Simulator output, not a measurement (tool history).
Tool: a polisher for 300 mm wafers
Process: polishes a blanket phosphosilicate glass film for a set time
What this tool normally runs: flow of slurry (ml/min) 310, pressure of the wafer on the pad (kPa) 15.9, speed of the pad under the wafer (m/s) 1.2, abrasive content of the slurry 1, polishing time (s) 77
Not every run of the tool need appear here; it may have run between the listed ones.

run   hour  flow of slurry (ml/min)  pressure of the wafer on the pad (kPa)  speed of the pad under the wafer (m/s)  abrasive content of the slurry  polishing time (s)  incoming thickness of the incoming film, nm  film removed (Å)
  1      0                      310                                    15.9                                     1.2                               1                  77                                       2122.9              4578
  2    9.4                      310                                      20                                     1.2                             0.8                  77                                       2117.3              4879
      18.3  -- slurry blender recalibrated
  3   25.1                      310                                      20                                     1.2                             0.8                  77                                       2124.6              4901
  4   42.2                      310                                      20                                     1.2                             0.8                  77                                       2089.1              4863
      51.4  -- worn pad replaced by a new one
  5     58                      310                                    17.9                                     1.2                               1                  77                                       2109.2              5011
  6   65.1                      310                                    17.9                                     1.2                               1                  77                                       2090.7              5013
  7   80.8                      310                                    11.7                                     1.2                             0.8                  77                                       2072.3              3078
  8   88.2                      310                                    11.7                                     1.2                             0.8                  77                                       2081.7              3093
  9   97.7                      310                                    11.7                                     1.2                             0.8                  77                                       2092.7              3138
     100.3  -- head pressure recalibrated
 10  104.4                      310                                    15.9                                     1.2                               1                  77                                         2062              4539
 11  115.1                      310                                    15.9                                     1.2                               1                  77                                       2104.1              4574
 12  127.7                      310                                    15.9                                     1.2                               1                  77                                       2090.7              4424
       136  -- conditioning disc replaced and pad reconditioned
 13  141.6                      215                                    15.9                                    1.48                             1.3                  64                                       2128.4              4829
 14    151                      310                                    15.9                                    0.92                             1.1                 102                                       2116.2              5722
 15  168.1                      265                                    15.9                                     1.2                               1                 101                                       2103.3              6058
 16  180.1                      310                                    17.9                                    1.44                               1                  54                                       2116.4              3961
 17  187.3                      310                                    15.9                                     1.2                               1                  77                                         2068              4620
 18  197.6                      310                                    15.9                                     1.2                             1.1                  77                                       2080.5              4790
     202.9  -- slurry nozzle cleaned
 19  204.8                      310                                    15.9                                     1.2                             1.2                  77                                       2080.4              5033
     214.8  -- worn pad replaced by a new one
 20  220.2                      310                                    13.1                                     1.2                               1                  77                                       2106.1              3848
 21  226.6                      310                                    15.9                                     1.2                               1                  77                                       2077.2              4513
     237.6  -- slurry blender recalibrated
 22  241.1                      420                                    13.1                                     1.2                             0.8                  77                                       2148.7              3478
 23  266.5                      380                                    15.9                                     0.9                               1                  97                                       2109.3              5004
 24  282.7                      310                                    15.9                                     1.2                               1                  77                                         2087              4477
 25  299.5                      310                                    15.9                                    0.96                               1                  98                                       2092.3              5123

Each row is a separate what-if for the run after 25, all from the same tool condition, not one after another. Results?
  A  299.9                      310                                    15.9                                     1.2                               1                  77                                       2081.7                 ?
  B  299.9                      310                                    15.9                                       1                               1                  77                                       2081.7                 ?
  C  299.9                      310                                    15.9                                     1.2                            1.15                  77                                       2081.7                 ?
  D  299.9                      310                                    15.9                                     1.4                               1                  77                                       2081.7                 ?

run  film removed (Å)
  A              4448
  B              4067
  C              4755
  D              4815
Take away the tool's hidden state, keep each run's random variation, and the runs would have read:
run  film removed (Å)
  A              4811
  B              4365
  C              5143
  D              5246
